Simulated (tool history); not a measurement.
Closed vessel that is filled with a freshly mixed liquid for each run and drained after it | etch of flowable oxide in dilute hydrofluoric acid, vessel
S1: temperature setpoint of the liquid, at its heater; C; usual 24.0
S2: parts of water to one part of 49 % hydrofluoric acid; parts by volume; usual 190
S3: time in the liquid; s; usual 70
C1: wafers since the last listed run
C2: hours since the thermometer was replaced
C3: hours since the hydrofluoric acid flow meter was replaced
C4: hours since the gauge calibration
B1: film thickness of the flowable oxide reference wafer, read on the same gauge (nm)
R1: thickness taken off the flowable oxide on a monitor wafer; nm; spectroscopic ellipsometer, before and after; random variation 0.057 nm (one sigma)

run,hour,S1,S2,S3,C1,C2,C3,C4,B1,R1
1,0.0,24.0,190,70,0,740.2,526.5,1146.1,49.93,9.75
2,85.6,24.0,190,70,8880,825.8,612.1,1231.7,49.99,9.93
3,150.0,24.0,190,70,6681,890.2,676.5,1296.1,49.97,9.89
4,203.6,24.0,190,70,5560,943.8,730.1,1349.7,50.04,9.88
5,484.6,24.0,190,85,29153,1224.8,1011.1,1630.7,50.00,12.20
6,540.8,24.0,190,70,5830,1281.0,1067.3,1686.9,50.01,9.97
7,640.0,24.0,190,70,10291,1380.2,1166.5,1786.1,50.00,9.93
# hour 687.4: hydrofluoric acid flow meter replaced
8,727.1,24.0,190,70,8932,1467.3,39.7,1873.2,50.04,10.06
# hour 731.5: gauge calibrated
9,815.5,24.0,190,70,9171,1555.7,128.1,84.0,50.02,10.09
# hour 872.1: thermometer replaced
10,911.9,24.0,190,70,9897,39.8,224.5,180.4,50.02,9.57
11,962.8,24.0,190,70,5280,90.7,275.4,231.3,50.00,9.67
12,1022.4,24.0,190,70,6183,150.3,335.0,290.9,50.00,9.68
13,1071.8,29.0,190,70,5125,199.7,384.4,340.3,49.97,11.83
14,1124.8,20.0,110,35,5498,252.7,437.4,393.3,50.01,7.91
15,1182.0,24.0,190,70,5934,309.9,494.6,450.5,50.00,9.66
16,1269.6,24.0,190,70,9088,397.5,582.2,538.1,49.98,9.65
17,1359.7,26.5,255,40,9347,487.6,672.3,628.2,49.97,4.26
18,1422.2,20.5,145,70,6484,550.1,734.8,690.7,49.98,11.81
19,1484.9,24.0,190,40,6504,612.8,797.5,753.4,50.00,5.62
20,1583.7,21.5,235,60,10250,711.6,896.3,852.2,50.01,5.99
21,1672.3,26.0,255,40,9192,800.2,984.9,940.8,49.98,4.25
22,1719.9,22.0,140,40,4938,847.8,1032.5,988.4,50.01,7.57
23,1778.4,21.5,105,45,6069,906.3,1091.0,1046.9,49.99,11.55
24,1840.3,22.5,190,70,6421,968.2,1152.9,1108.8,49.97,9.45

Hidden state at the last listed run before each entry between runs and at the first one after, where it differs:
Between runs 7 and 8: hydrofluoric acid flow meter replaced (hour 687.4)
  liquid hotter than its thermometer reads (K): 1.1 -> 1.16
  measured less the result without the state, R1: +0.39 -> +0.42 nm
Between runs 8 and 9: gauge calibrated (hour 731.5)
  liquid hotter than its thermometer reads (K): 1.16 -> 1.23
  measured less the result without the state, R1: +0.42 -> +0.45 nm
Between runs 9 and 10: thermometer replaced (hour 872.1)
  liquid hotter than its thermometer reads (K): 1.23 -> 0.26
  measured less the result without the state, R1: +0.45 -> +0.09 nm
